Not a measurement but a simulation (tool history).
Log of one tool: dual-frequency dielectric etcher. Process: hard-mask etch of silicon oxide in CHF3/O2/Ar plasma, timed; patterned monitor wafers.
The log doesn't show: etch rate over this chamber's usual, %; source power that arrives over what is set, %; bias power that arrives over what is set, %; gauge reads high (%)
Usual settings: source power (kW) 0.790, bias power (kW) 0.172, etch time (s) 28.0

run     day  source power (kW)  bias power (kW)  etch time (s)  wafers since the last listed run  hours since the last wet clean  hours since the last source power generator calibration  hours since the last bias power generator calibration  hours since the last upper electrode change  hours since the gauge calibration  read-back reference wafer on the same gauge, depth_nm  mean etch depth across the wafer (Å)
  1   0.000              0.790            0.172           28.0                                 0                           383.3                                                   1658.6                                                 2547.8                                       3137.8                              361.7                                                   63.9                                   564
  2   0.492              0.790            0.172           28.0                               142                           395.1                                                   1670.4                                                 2559.6                                       3149.6                              373.5                                                   63.9                                   566
  3   0.867              0.790            0.172           28.0                               108                           404.1                                                   1679.4                                                 2568.6                                       3158.6                              382.5                                                   63.9                                   564
  4   1.204              0.790            0.172           28.0                                97                           412.2                                                   1687.5                                                 2576.7                                       3166.7                              390.6                                                   63.9                                   564
  5   1.838              0.790            0.172           28.0                               182                           427.4                                                   1702.7                                                 2591.9                                       3181.9                              405.8                                                   63.9                                   565
      2.108  -- source power generator calibrated
  6   2.500              0.790            0.172           28.0                               143                           443.3                                                      9.4                                                 2607.8                                       3197.8                              421.7                                                   63.9                                   567
  7   3.183              0.790            0.172           28.0                               197                           459.7                                                     25.8                                                 2624.2                                       3214.2                              438.1                                                   63.9                                   564
  8   3.650              0.790            0.172           28.0                               134                           470.9                                                     37.0                                                 2635.4                                       3225.4                              449.3                                                   63.9                                   568
      3.996  -- bias power generator calibrated
      4.883  -- upper electrode replaced
  9   5.750              0.790            0.172           28.0                               302                           521.3                                                     87.4                                                   42.1                                         20.8                              499.7                                                   63.9                                   567
      5.825  -- gauge calibrated
 10   6.046              0.790            0.172           28.0                                85                           528.4                                                     94.5                                                   49.2                                         27.9                                5.3                                                   63.9                                   568
 11   6.796              0.790            0.172           28.0                               216                           546.4                                                    112.5                                                   67.2                                         45.9                               23.3                                                   63.9                                   567
 12   7.329              0.980            0.184           24.5                               154                           559.2                                                    125.3                                                   80.0                                         58.7                               36.1                                                   63.9                                   549
 13   7.846              0.880            0.188           28.0                               149                           571.6                                                    137.7                                                   92.4                                         71.1                               48.5                                                   63.9                                   613
      9.083  -- wet clean of the chamber
 14   9.104              0.790            0.172           28.0                                74                             0.5                                                    167.9                                                  122.6                                        101.3                               78.7                                                   63.9                                   537
 15   9.196              0.710            0.143           28.0                                26                             2.7                                                    170.1                                                  124.8                                        103.5                               80.9                                                   63.9                                   470
 16   9.517              0.790            0.172           28.0                                92                            10.4                                                    177.8                                                  132.5                                        111.2                               88.6                                                   63.9                                   536
 17  10.329              0.790            0.193           20.5                               234                            29.9                                                    197.3                                                  152.0                                        130.7                              108.1                                                   63.9                                   420
 18  10.708              0.790            0.172           28.0                               109                            39.0                                                    206.4                                                  161.1                                        139.8                              117.2                                                   63.9                                   539
 19  11.079              0.790            0.156           30.0                               107                            47.9                                                    215.3                                                  170.0                                        148.7                              126.1                                                   63.9                                   550
 20  11.800              0.790            0.172           28.0                               208                            65.2                                                    232.6                                                  187.3                                        166.0                              143.4                                                   63.9                                   538
 21  12.288              0.660            0.172           28.0                               140                            76.9                                                    244.3                                                  199.0                                        177.7                              155.1                                                   63.9                                   511
 22  12.638              0.790            0.137           21.0                               101                            85.3                                                    252.7                                                  207.4                                        186.1                              163.5                                                   63.9                                   356
     13.821  -- wet clean of the chamber, repeated, since the last time left the tool worse
 23  13.842              0.970            0.144           25.0                                58                             0.5                                                    281.6                                                  236.3                                        215.0                              192.4                                                   63.9                                   485
 24  13.854              0.790            0.172           28.0                                 3                             0.8                                                    281.9                                                  236.6                                        215.3                              192.7                                                   63.9                                   557
 25  14.825              0.790            0.184           30.5                               280                            24.1                                                    305.2                                                  259.9                                        238.6                              216.0                                                   63.9                                   631
 26  15.179              0.680            0.172           28.0                               102                            32.6                                                    313.7                                                  268.4                                        247.1                              224.5                                                   63.9                                   534
 27  15.904              0.700            0.172           20.5                               209                            50.0                                                    331.1                                                  285.8                                        264.5                              241.9                                                   63.8                                   394
 28  16.546              0.790            0.196           28.0                               185                            65.4                                                    346.5                                                  301.2                                        279.9                              257.3                                                   63.9                                   596
 29  17.046              0.790            0.194           28.0                               144                            77.4                                                    358.5                                                  313.2                                        291.9                              269.3                                                   63.9                                   595

Predict each of these 5 candidate next runs independently; none follows another, all start after run 29:
  A  17.062              0.900            0.172           28.0                                 4                            77.8                                                    358.9                                                  313.6                                        292.3                              269.7                                                      ?                                     ?
  B  17.062              0.630            0.212           28.0                                 4                            77.8                                                    358.9                                                  313.6                                        292.3                              269.7                                                      ?                                     ?
  C  17.062              0.930            0.172           24.5                                 4                            77.8                                                    358.9                                                  313.6                                        292.3                              269.7                                                      ?                                     ?
  D  17.062              0.620            0.172           28.0                                 4                            77.8                                                    358.9                                                  313.6                                        292.3                              269.7                                                      ?                                     ?
  E  17.062              0.860            0.172           28.0                                 4                            77.8                                                    358.9                                                  313.6                                        292.3                              269.7                                                      ?                                     ?

run  read-back reference wafer on the same gauge, depth_nm  mean etch depth across the wafer (Å)
  A                                                   63.9                                   580
  B                                                   63.9                                   582
  C                                                   63.9                                   513
  D                                                   63.9                                   520
  E                                                   63.9                                   572
Had the tool no hidden state, the same runs would have come out as:
run  mean etch depth across the wafer (Å)
  A                                   579
  B                                   581
  C                                   511
  D                                   519
  E                                   571

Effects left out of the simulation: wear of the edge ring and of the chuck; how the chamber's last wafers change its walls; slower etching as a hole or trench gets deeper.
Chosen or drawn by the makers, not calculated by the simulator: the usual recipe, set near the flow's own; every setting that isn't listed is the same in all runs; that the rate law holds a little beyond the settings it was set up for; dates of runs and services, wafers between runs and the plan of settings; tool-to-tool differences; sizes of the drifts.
